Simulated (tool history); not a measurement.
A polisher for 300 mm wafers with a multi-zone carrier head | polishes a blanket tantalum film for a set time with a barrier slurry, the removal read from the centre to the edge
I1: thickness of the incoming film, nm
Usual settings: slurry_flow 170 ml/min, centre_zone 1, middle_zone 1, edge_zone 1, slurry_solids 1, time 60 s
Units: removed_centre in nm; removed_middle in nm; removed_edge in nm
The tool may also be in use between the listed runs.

{"run": 1, "hour": 0.0, "slurry_flow": 170, "centre_zone": 1, "middle_zone": 1, "edge_zone": 1, "slurry_solids": 1, "time": 60, "I1": 383.4, "removed_centre": 97.6, "removed_middle": 97.2, "removed_edge": 99.3}
{"run": 2, "hour": 49.5, "slurry_flow": 170, "centre_zone": 1, "middle_zone": 1, "edge_zone": 1, "slurry_solids": 1, "time": 60, "I1": 379.7, "removed_centre": 95.8, "removed_middle": 94, "removed_edge": 98.6}
{"hour": 57.0, "done": "worn pad replaced by a new one"}
{"run": 3, "hour": 107.9, "slurry_flow": 170, "centre_zone": 1, "middle_zone": 1, "edge_zone": 1, "slurry_solids": 1, "time": 68, "I1": 383.3, "removed_centre": 106.8, "removed_middle": 106.3, "removed_edge": 111.8}
{"run": 4, "hour": 132.4, "slurry_flow": 170, "centre_zone": 1, "middle_zone": 1.02, "edge_zone": 1, "slurry_solids": 1, "time": 60, "I1": 378.7, "removed_centre": 94.8, "removed_middle": 97.1, "removed_edge": 99.1}
{"run": 5, "hour": 172.7, "slurry_flow": 170, "centre_zone": 1, "middle_zone": 1.02, "edge_zone": 1, "slurry_solids": 1, "time": 60, "I1": 385.8, "removed_centre": 94.7, "removed_middle": 95.9, "removed_edge": 96.4}
{"run": 6, "hour": 200.4, "slurry_flow": 170, "centre_zone": 1, "middle_zone": 0.91, "edge_zone": 1, "slurry_solids": 1, "time": 60, "I1": 377, "removed_centre": 93, "removed_middle": 85.1, "removed_edge": 95.3}
{"hour": 233.4, "done": "worn pad replaced by a new one"}
{"hour": 234.5, "done": "carrier head's membrane replaced by a new one"}
{"hour": 251.4, "done": "slurry nozzle cleaned"}
{"hour": 251.8, "done": "edge zone pressure recalibrated"}
{"run": 7, "hour": 269.8, "slurry_flow": 170, "centre_zone": 1.03, "middle_zone": 1, "edge_zone": 1, "slurry_solids": 1, "time": 60, "I1": 386.6, "removed_centre": 100.3, "removed_middle": 94.8, "removed_edge": 99.2}
{"run": 8, "hour": 337.0, "slurry_flow": 170, "centre_zone": 1.03, "middle_zone": 1, "edge_zone": 1, "slurry_solids": 1, "time": 60, "I1": 375.5, "removed_centre": 99.2, "removed_middle": 95.3, "removed_edge": 100.8}
{"run": 9, "hour": 378.8, "slurry_flow": 170, "centre_zone": 1, "middle_zone": 1, "edge_zone": 1, "slurry_solids": 1, "time": 60, "I1": 380.7, "removed_centre": 96.8, "removed_middle": 95.3, "removed_edge": 99.1}
{"run": 10, "hour": 446.8, "slurry_flow": 170, "centre_zone": 1, "middle_zone": 1, "edge_zone": 1, "slurry_solids": 1, "time": 60, "I1": 382.1, "removed_centre": 97.2, "removed_middle": 93.8, "removed_edge": 98.7}
{"hour": 452.3, "done": "worn pad replaced by a new one"}
{"run": 11, "hour": 476.6, "slurry_flow": 205, "centre_zone": 1.04, "middle_zone": 1, "edge_zone": 1.04, "slurry_solids": 1, "time": 60, "I1": 381.8, "removed_centre": 104.3, "removed_middle": 97.5, "removed_edge": 103.9}
{"run": 12, "hour": 535.3, "slurry_flow": 170, "centre_zone": 1, "middle_zone": 1, "edge_zone": 1.05, "slurry_solids": 0.7, "time": 60, "I1": 376.2, "removed_centre": 89.2, "removed_middle": 85.9, "removed_edge": 92.8}
{"run": 13, "hour": 563.0, "slurry_flow": 170, "centre_zone": 1, "middle_zone": 1, "edge_zone": 1, "slurry_solids": 1, "time": 60, "I1": 376.7, "removed_centre": 94.7, "removed_middle": 93.7, "removed_edge": 100.2}
{"run": 14, "hour": 634.9, "slurry_flow": 200, "centre_zone": 1, "middle_zone": 1, "edge_zone": 1, "slurry_solids": 1, "time": 60, "I1": 380.4, "removed_centre": 96.9, "removed_middle": 94.8, "removed_edge": 101}
{"hour": 646.4, "done": "worn pad replaced by a new one"}
{"hour": 673.5, "done": "centre zone pressure recalibrated"}
{"run": 15, "hour": 684.7, "slurry_flow": 170, "centre_zone": 1, "middle_zone": 0.95, "edge_zone": 1.09, "slurry_solids": 1, "time": 51, "I1": 379.4, "removed_centre": 77.5, "removed_middle": 73.8, "removed_edge": 85.2}
{"run": 16, "hour": 725.9, "slurry_flow": 170, "centre_zone": 1.05, "middle_zone": 0.93, "edge_zone": 1.12, "slurry_solids": 1, "time": 44, "I1": 376.9, "removed_centre": 69.8, "removed_middle": 63.1, "removed_edge": 74.9}
{"run": 17, "hour": 749.9, "slurry_flow": 170, "centre_zone": 1, "middle_zone": 1, "edge_zone": 0.92, "slurry_solids": 0.8, "time": 60, "I1": 373.4, "removed_centre": 85.6, "removed_middle": 85, "removed_edge": 86.1}
{"run": 18, "hour": 775.9, "slurry_flow": 170, "centre_zone": 1, "middle_zone": 1, "edge_zone": 1, "slurry_solids": 1, "time": 60, "I1": 380.3, "removed_centre": 88.4, "removed_middle": 88.5, "removed_edge": 94.6}
{"run": 19, "hour": 804.4, "slurry_flow": 225, "centre_zone": 1, "middle_zone": 1, "edge_zone": 1, "slurry_solids": 1, "time": 66, "I1": 386.9, "removed_centre": 104.2, "removed_middle": 103.4, "removed_edge": 107.3}
{"hour": 819.5, "done": "worn pad replaced by a new one"}
{"run": 20, "hour": 843.3, "slurry_flow": 170, "centre_zone": 1, "middle_zone": 1, "edge_zone": 1, "slurry_solids": 1, "time": 60, "I1": 373.2, "removed_centre": 85.7, "removed_middle": 85.4, "removed_edge": 92.3}
{"run": 21, "hour": 868.9, "slurry_flow": 170, "centre_zone": 1, "middle_zone": 1, "edge_zone": 1.05, "slurry_solids": 0.7, "time": 60, "I1": 374, "removed_centre": 76.8, "removed_middle": 76.6, "removed_edge": 85.9}
{"hour": 891.6, "done": "slurry nozzle cleaned"}
{"run": 22, "hour": 911.9, "slurry_flow": 125, "centre_zone": 1, "middle_zone": 1, "edge_zone": 1, "slurry_solids": 1.2, "time": 60, "I1": 378.9, "removed_centre": 94.5, "removed_middle": 93.3, "removed_edge": 98.4}

Some steps in removed_centre between neighbouring runs. How much of each would the tool show without its hidden state too (settings, what came in, random variation), and how much is left for the hidden state, with any gauge scatter that isn't in both results?
The hidden state here: removal rate lost through wear of the pad, %; slurry flow missing at the pad, %; deviation of the centre zone's pressure from its setpoint, %; deviation of the edge zone's pressure from its setpoint, %.
Run 6 -> 7: centre_zone 1 -> 1.03, middle_zone 0.91 -> 1, worn pad replaced by a new one, carrier head's membrane replaced by a new one, slurry nozzle cleaned, edge zone pressure recalibrated. removed_centre +7.3 nm: hidden state +4, all else +3.3.
Run 14 -> 15: slurry_flow 200 -> 170, middle_zone 1 -> 0.95, edge_zone 1 -> 1.09, time 60 -> 51, worn pad replaced by a new one, centre zone pressure recalibrated. removed_centre -19.4 nm: hidden state -0.8, all else -18.6.
Run 19 -> 20: slurry_flow 225 -> 170, time 66 -> 60, worn pad replaced by a new one. removed_centre -18.5 nm: hidden state -3.4, all else -15.1.
Run 21 -> 22: slurry_flow 170 -> 125, edge_zone 1.05 -> 1, slurry_solids 0.7 -> 1.2, slurry nozzle cleaned. removed_centre +17.7 nm: hidden state +12.4, all else +5.3.
